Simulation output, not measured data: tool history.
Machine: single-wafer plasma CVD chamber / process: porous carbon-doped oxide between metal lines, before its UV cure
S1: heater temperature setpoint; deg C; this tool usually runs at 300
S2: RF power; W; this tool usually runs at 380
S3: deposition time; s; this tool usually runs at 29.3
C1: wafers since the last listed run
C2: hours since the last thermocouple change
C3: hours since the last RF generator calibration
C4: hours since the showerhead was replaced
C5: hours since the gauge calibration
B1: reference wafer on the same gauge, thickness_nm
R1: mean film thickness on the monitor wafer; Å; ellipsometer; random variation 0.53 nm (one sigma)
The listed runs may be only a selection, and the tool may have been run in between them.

| run | hour | S1 | S2 | S3 | C1 | C2 | C3 | C4 | C5 | B1 | R1 |
|---|---|---|---|---|---|---|---|---|---|---|---|
| 1 | 0.0 | 310 | 380 | 29.3 | 0 | 1712.8 | 375.4 | 2793.1 | 46.4 | 118.899 | 1094.54 |
| 2 | 60.0 | 300 | 380 | 29.3 | 877 | 1772.8 | 435.4 | 2853.1 | 106.4 | 119.074 | 1157.54 |
| 3 | 86.9 | 300 | 380 | 29.3 | 393 | 1799.7 | 462.3 | 2880.0 | 133.3 | 118.991 | 1145.96 |
| 4 | 148.4 | 300 | 380 | 29.3 | 899 | 1861.2 | 523.8 | 2941.5 | 194.8 | 119.153 | 1156.21 |
| 5 | 191.3 | 300 | 380 | 29.3 | 627 | 1904.1 | 566.7 | 2984.4 | 237.7 | 119.035 | 1158.52 |
| 6 | 222.5 | 300 | 380 | 29.3 | 456 | 1935.3 | 597.9 | 3015.6 | 268.9 | 118.982 | 1164.49 |
|  | 430.3 | showerhead replaced |
| 7 | 430.8 | 300 | 380 | 29.3 | 2928 | 2143.6 | 806.2 | 0.5 | 477.2 | 119.201 | 1167.53 |
| 8 | 496.8 | 300 | 360 | 32.0 | 964 | 2209.6 | 872.2 | 66.5 | 543.2 | 118.990 | 1230.49 |
| 9 | 531.6 | 300 | 360 | 32.0 | 508 | 2244.4 | 907.0 | 101.3 | 578.0 | 119.112 | 1231.77 |
|  | 548.9 | thermocouple changed; heater temperature recalibrated |
|  | 551.4 | gauge calibrated |
| 10 | 557.0 | 300 | 360 | 32.0 | 254 | 8.1 | 932.4 | 126.7 | 5.6 | 119.141 | 1224.86 |
| 11 | 600.2 | 300 | 380 | 29.3 | 631 | 51.3 | 975.6 | 169.9 | 48.8 | 119.081 | 1155.64 |
| 12 | 626.7 | 300 | 380 | 29.3 | 387 | 77.8 | 1002.1 | 196.4 | 75.3 | 119.036 | 1155.35 |
| 13 | 684.0 | 296 | 360 | 32.1 | 837 | 135.1 | 1059.4 | 253.7 | 132.6 | 119.117 | 1258.63 |
|  | 743.8 | RF generator calibrated |
| 14 | 744.8 | 296 | 440 | 34.3 | 771 | 195.9 | 1.0 | 314.5 | 193.4 | 119.268 | 1477.71 |
| 15 | 801.0 | 313 | 380 | 24.4 | 821 | 252.1 | 57.2 | 370.7 | 249.6 | 119.268 | 906.37 |
| 16 | 869.3 | 300 | 445 | 29.3 | 998 | 320.4 | 125.5 | 439.0 | 317.9 | 119.043 | 1244.87 |
| 17 | 894.8 | 300 | 420 | 23.6 | 372 | 345.9 | 151.0 | 464.5 | 343.4 | 119.110 | 981.02 |
| 18 | 923.6 | 309 | 330 | 29.3 | 421 | 374.7 | 179.8 | 493.3 | 372.2 | 119.049 | 1038.45 |
| 19 | 992.1 | 300 | 455 | 29.3 | 1001 | 443.2 | 248.3 | 561.8 | 440.7 | 119.042 | 1256.34 |
| 20 | 1034.9 | 307 | 380 | 24.4 | 625 | 486.0 | 291.1 | 604.6 | 483.5 | 119.078 | 939.63 |
| 21 | 1092.0 | 300 | 360 | 32.0 | 834 | 543.1 | 348.2 | 661.7 | 540.6 | 119.103 | 1231.81 |
| 22 | 1133.0 | 300 | 455 | 29.3 | 599 | 584.1 | 389.2 | 702.7 | 581.6 | 118.994 | 1260.88 |

Across each entry between runs, compare the hidden state at the last listed run before it with the hidden state at the first listed run after it:
Between runs 6 and 7: showerhead replaced (hour 430.3)
  both runs share identical hidden conditions
Between runs 9 and 10: thermocouple changed; heater temperature recalibrated (hour 548.9); gauge calibrated (hour 551.4)
  both runs share identical hidden conditions
Between runs 13 and 14: RF generator calibrated (hour 743.8)
  both runs share identical hidden conditions
